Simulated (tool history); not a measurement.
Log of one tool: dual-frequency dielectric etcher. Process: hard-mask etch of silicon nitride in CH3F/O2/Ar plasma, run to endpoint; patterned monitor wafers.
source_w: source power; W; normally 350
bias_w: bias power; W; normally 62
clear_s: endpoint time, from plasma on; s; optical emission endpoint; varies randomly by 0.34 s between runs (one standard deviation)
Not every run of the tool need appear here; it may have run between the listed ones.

run    hour  source_w  bias_w  wafers since the last listed run  hours since the last wet clean  hours since the last source power generator calibration  hours since the last bias power generator calibration  hours since the last upper electrode change  incoming incoming film thickness, nm  clear_s
  1     0.0       350      62                                 0                           222.5                                                   2286.9                                                 2190.6                                       4274.2                                 49.38     83.2
  2    25.4       350      62                               396                           247.9                                                   2312.3                                                 2216.0                                       4299.6                                 49.65     84.2
       59.2  -- source power generator calibrated
  3    63.4       350      62                               530                           285.9                                                      4.2                                                 2254.0                                       4337.6                                 49.52     84.2
  4   105.8       350      62                               661                           328.3                                                     46.6                                                 2296.4                                       4380.0                                 48.72     82.8
  5   165.1       350      62                               925                           387.6                                                    105.9                                                 2355.7                                       4439.3                                 49.85     85.2
  6   232.6       320      62                              1053                           455.1                                                    173.4                                                 2423.2                                       4506.8                                 49.97     88.8
  7   293.5       320      62                               950                           516.0                                                    234.3                                                 2484.1                                       4567.7                                 49.68     88.7
  8   331.1       320      62                               586                           553.6                                                    271.9                                                 2521.7                                       4605.3                                 49.86     89.0
  9   381.4       420      62                               785                           603.9                                                    322.2                                                 2572.0                                       4655.6                                 49.43     80.4
 10   417.1       420      62                               557                           639.6                                                    357.9                                                 2607.7                                       4691.3                                 49.24     80.1
      448.0  -- wet clean of the chamber
 11   474.6       420      62                               522                            26.6                                                    415.4                                                 2665.2                                       4748.8                                 49.32     77.3
 12   535.6       350      62                               952                            87.6                                                    476.4                                                 2726.2                                       4809.8                                 49.49     83.8
      577.9  -- bias power generator calibrated
 13   581.1       380      70                               647                           133.1                                                    521.9                                                    3.2                                       4855.3                                 48.91     77.0
 14   648.9       350      62                              1058                           200.9                                                    589.7                                                   71.0                                       4923.1                                 49.20     83.5
 15   677.4       300      47                               444                           229.4                                                    618.2                                                   99.5                                       4951.6                                 49.46     97.7
 16   716.3       350      51                               607                           268.3                                                    657.1                                                  138.4                                       4990.5                                 49.37     89.4
 17   819.0       350      57                              1603                           371.0                                                    759.8                                                  241.1                                       5093.2                                 48.97     87.0
 18   867.4       380      69                               755                           419.4                                                    808.2                                                  289.5                                       5141.6                                 49.41     79.8
 19   896.3       380      77                               451                           448.3                                                    837.1                                                  318.4                                       5170.5                                 49.43     76.7
 20   938.7       350      62                               661                           490.7                                                    879.5                                                  360.8                                       5212.9                                 49.24     85.9
 21   979.0       320      49                               629                           531.0                                                    919.8                                                  401.1                                       5253.2                                 49.77     96.5
 22  1023.2       350      62                               690                           575.2                                                    964.0                                                  445.3                                       5297.4                                 49.24     85.7
     1070.2  -- upper electrode replaced
 23  1070.7       390      76                               366                           622.7                                                   1011.5                                                  492.8                                          0.5                                 49.57     77.7
     1150.8  -- wet clean of the chamber
 24  1151.3       350      74                               883                             0.5                                                   1092.1                                                  573.4                                         81.1                                 49.28     76.8
 25  1204.4       350      62                               828                            53.6                                                   1145.2                                                  626.5                                        134.2                                 49.31     81.1
 26  1239.2       350      76                               543                            88.4                                                   1180.0                                                  661.3                                        169.0                                 49.74     76.9
 27  1284.4       350      73                               705                           133.6                                                   1225.2                                                  706.5                                        214.2                                 49.30     77.7
 28  1326.0       410      68                               649                           175.2                                                   1266.8                                                  748.1                                        255.8                                 49.56     75.5
 29  1367.2       350      62                               643                           216.4                                                   1308.0                                                  789.3                                        297.0                                 49.55     83.2
 30  1422.6       290      46                               864                           271.8                                                   1363.4                                                  844.7                                        352.4                                 49.27     97.7
 31  1464.0       400      50                               646                           313.2                                                   1404.8                                                  886.1                                        393.8                                 49.29     85.4
 32  1512.4       320      56                               755                           361.6                                                   1453.2                                                  934.5                                        442.2                                 49.41     90.2
 33  1548.1       260      51                               557                           397.3                                                   1488.9                                                  970.2                                        477.9                                 49.19     99.2
 34  1616.2       280      54                              1063                           465.4                                                   1557.0                                                 1038.3                                        546.0                                 49.38     95.9
 35  1649.9       300      54                               526                           499.1                                                   1590.7                                                 1072.0                                        579.7                                 50.17     94.8
 36  1701.8       350      69                               810                           551.0                                                   1642.6                                                 1123.9                                        631.6                                 49.17     81.7

Below are 3 alternative next runs, each starting from the tool's condition after run 36. Predict each:
  A  1702.2       350      54                                 6                           551.4                                                   1643.0                                                 1124.3                                        632.0                                 48.94        ?
  B  1702.2       350      53                                 6                           551.4                                                   1643.0                                                 1124.3                                        632.0                                 48.94        ?
  C  1702.2       260      73                                 6                           551.4                                                   1643.0                                                 1124.3                                        632.0                                 48.94        ?

run  clear_s
  A     88.0
  B     88.5
  C     88.2
With the hidden condition removed and each run's random variation left untouched, the same runs would have given:
run  clear_s
  A     85.0
  B     85.6
  C     85.2
